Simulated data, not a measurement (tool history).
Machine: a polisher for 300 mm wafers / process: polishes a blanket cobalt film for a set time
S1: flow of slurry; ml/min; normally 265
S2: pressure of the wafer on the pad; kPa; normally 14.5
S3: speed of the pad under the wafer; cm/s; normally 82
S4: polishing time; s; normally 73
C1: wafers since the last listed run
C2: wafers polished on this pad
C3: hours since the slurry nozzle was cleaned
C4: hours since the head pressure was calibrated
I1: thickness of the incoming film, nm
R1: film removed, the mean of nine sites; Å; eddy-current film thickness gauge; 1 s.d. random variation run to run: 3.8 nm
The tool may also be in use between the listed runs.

Run 1, hour 0: usual settings; C1 0; C2 524; C3 251.7; C4 278.5; I1 1270.3. Result: R1 2980 Å.
Run 2, hour 27.2: usual settings but S2 13.1 kPa; C1 261; C2 786; C3 278.9; C4 305.7; I1 1248. Result: R1 2680 Å.
Run 3, hour 53.7: usual settings but S2 13.1 kPa; C1 254; C2 1040; C3 305.4; C4 332.2; I1 1276. Result: R1 2757 Å.
Run 4, hour 83.5: usual settings but S2 13.1 kPa; C1 286; C2 1327; C3 335.2; C4 362; I1 1265.6. Result: R1 2720 Å.
Run 5, hour 112.7: usual settings; C1 280; C2 1607; C3 364.4; C4 391.2; I1 1258. Result: R1 2936 Å.
At hour 130.5: slurry nozzle cleaned.
Run 6, hour 145.3: usual settings; C1 303; C2 1911; C3 14.8; C4 423.8; I1 1238.1. Result: R1 2910 Å.
Run 7, hour 176.9: usual settings; C1 303; C2 2214; C3 46.4; C4 455.4; I1 1243.7. Result: R1 2860 Å.
Run 8, hour 191: usual settings but S1 330 ml/min, S4 53 s; C1 135; C2 2350; C3 60.5; C4 469.5; I1 1258.9. Result: R1 2164 Å.
At hour 215.9: worn pad replaced by a new one.
Run 9, hour 221.2: usual settings but S1 330 ml/min, S4 53 s; C1 251; C2 50; C3 90.7; C4 499.7; I1 1259.8. Result: R1 2036 Å.
Run 10, hour 239.3: usual settings but S1 330 ml/min, S4 53 s; C1 173; C2 224; C3 108.8; C4 517.8; I1 1258.4. Result: R1 2005 Å.
Run 11, hour 253.5: usual settings but S2 11 kPa; C1 136; C2 361; C3 123; C4 532; I1 1264.9. Result: R1 2231 Å.
Run 12, hour 271.8: usual settings but S3 68 cm/s; C1 175; C2 536; C3 141.3; C4 550.3; I1 1271. Result: R1 2327 Å.
Run 13, hour 296.4: usual settings but S3 68 cm/s; C1 236; C2 773; C3 165.9; C4 574.9; I1 1270.4. Result: R1 2382 Å.
Run 14, hour 311.8: usual settings but S3 68 cm/s; C1 147; C2 921; C3 181.3; C4 590.3; I1 1269. Result: R1 2350 Å.
Run 15, hour 330.3: usual settings; C1 177; C2 1098; C3 199.8; C4 608.8; I1 1259.6. Result: R1 2650 Å.
At hour 407.1: worn pad replaced by a new one, repeated, since the last time left the tool worse.
Run 16, hour 417.3: usual settings but S1 330 ml/min, S4 53 s; C1 797; C2 97; C3 286.8; C4 695.8; I1 1252.1. Result: R1 2313 Å.
Run 17, hour 436.7: usual settings but S1 235 ml/min, S2 9.7 kPa, S4 51 s; C1 186; C2 284; C3 306.2; C4 715.2; I1 1251.1. Result: R1 1529 Å.
Run 18, hour 468.5: usual settings but S1 310 ml/min, S2 10.3 kPa, S3 68 cm/s, S4 65 s; C1 305; C2 589; C3 338; C4 747; I1 1255.2. Result: R1 1842 Å.
Run 19, hour 496.7: usual settings but S1 200 ml/min, S4 87 s; C1 270; C2 860; C3 366.2; C4 775.2; I1 1265.5. Result: R1 3424 Å.
Run 20, hour 521.8: usual settings but S1 350 ml/min, S2 13.1 kPa, S3 60 cm/s, S4 55 s; C1 241; C2 1101; C3 391.3; C4 800.3; I1 1268.9. Result: R1 1739 Å.
Run 21, hour 539.9: usual settings but S1 345 ml/min, S4 86 s; C1 173; C2 1275; C3 409.4; C4 818.4; I1 1270.8. Result: R1 3570 Å.
At hour 571.4: slurry nozzle cleaned.
Run 22, hour 574.1: usual settings; C1 318; C2 1594; C3 2.7; C4 852.6; I1 1255.3. Result: R1 2926 Å.
Run 23, hour 597.6: usual settings; C1 225; C2 1820; C3 26.2; C4 876.1; I1 1279.4. Result: R1 2853 Å.
Run 24, hour 613.6: usual settings but S1 340 ml/min, S4 50 s; C1 153; C2 1974; C3 42.2; C4 892.1; I1 1235.3. Result: R1 2042 Å.
Run 25, hour 642.4: usual settings; C1 276; C2 2250; C3 71; C4 920.9; I1 1256.6. Result: R1 2942 Å.
Run 26, hour 663.6: usual settings; C1 203; C2 2454; C3 92.2; C4 942.1; I1 1263.6. Result: R1 2935 Å.
At hour 671.4: worn pad replaced by a new one.
Run 27, hour 695: usual settings but S2 11 kPa, S3 66 cm/s; C1 263; C2 226; C3 123.6; C4 973.5; I1 1275.3. Result: R1 2124 Å.
At hour 722.2: head pressure recalibrated.
Run 28, hour 791.4: usual settings; C1 907; C2 1133; C3 220; C4 69.2; I1 1252.7. Result: R1 2938 Å.
Run 29, hour 886.1: usual settings; C1 909; C2 2043; C3 314.7; C4 163.9; I1 1244.8. Result: R1 2944 Å.
Run 30, hour 917.9: usual settings but S2 19.3 kPa, S3 110 cm/s; C1 305; C2 2348; C3 346.5; C4 195.7; I1 1269.6. Result: R1 4471 Å.
At hour 941.5: worn pad replaced by a new one.
Run 31, hour 942.1: usual settings but S1 215 ml/min, S2 16.5 kPa, S3 66 cm/s, S4 88 s; C1 194; C2 5; C3 370.7; C4 219.9; I1 1253.7. Result: R1 3485 Å.
Run 32, hour 967.5: usual settings but S3 66 cm/s, S4 60 s; C1 244; C2 249; C3 396.1; C4 245.3; I1 1279. Result: R1 2159 Å.
Run 33, hour 1002.7: usual settings; C1 338; C2 587; C3 431.3; C4 280.5; I1 1259.7. Result: R1 3003 Å.
At hour 1030.4: slurry nozzle cleaned.
Run 34, hour 1035.5: usual settings but S1 205 ml/min, S2 10.3 kPa; C1 305; C2 893; C3 5.1; C4 313.3; I1 1261.6. Result: R1 2204 Å.
Run 35, hour 1052.6: usual settings but S4 88 s; C1 164; C2 1057; C3 22.2; C4 330.4; I1 1260. Result: R1 3532 Å.
Run 36, hour 1064.6: usual settings but S2 18.6 kPa, S3 70 cm/s; C1 115; C2 1172; C3 34.2; C4 342.4; I1 1273.5. Result: R1 3272 Å.
Run 37, hour 1090.6: usual settings; C1 249; C2 1422; C3 60.2; C4 368.4; I1 1273.2. Result: R1 2863 Å.
Run 38, hour 1109.6: usual settings but S1 220 ml/min, S2 19.3 kPa, S3 68 cm/s, S4 63 s; C1 182; C2 1605; C3 79.2; C4 387.4; I1 1269. Result: R1 2764 Å.

Had the tool no unlogged condition, and each run kept its random variation, what would the results have been?
The tool's hidden condition here consists of: removal rate lost through wear of the pad, %; slurry flow missing at the pad, %; deviation of the head's pressure from its setpoint, %.
run    R1
  1  3065
  2  2780
  3  2878
  4  2854
  5  3091
  6  3073
  7  3026
  8  2291
  9  2282
 10  2274
 11  2549
 12  2681
 13  2768
 14  2743
 15  3107
 16  2328
 17  1556
 18  1898
 19  3559
 20  1817
 21  3742
 22  3080
 23  3009
 24  2156
 25  3112
 26  3108
 27  2159
 28  3080
 29  3118
 30  4742
 31  3495
 32  2198
 33  3102
 34  2298
 35  3696
 36  3432
 37  3015
 38  2917
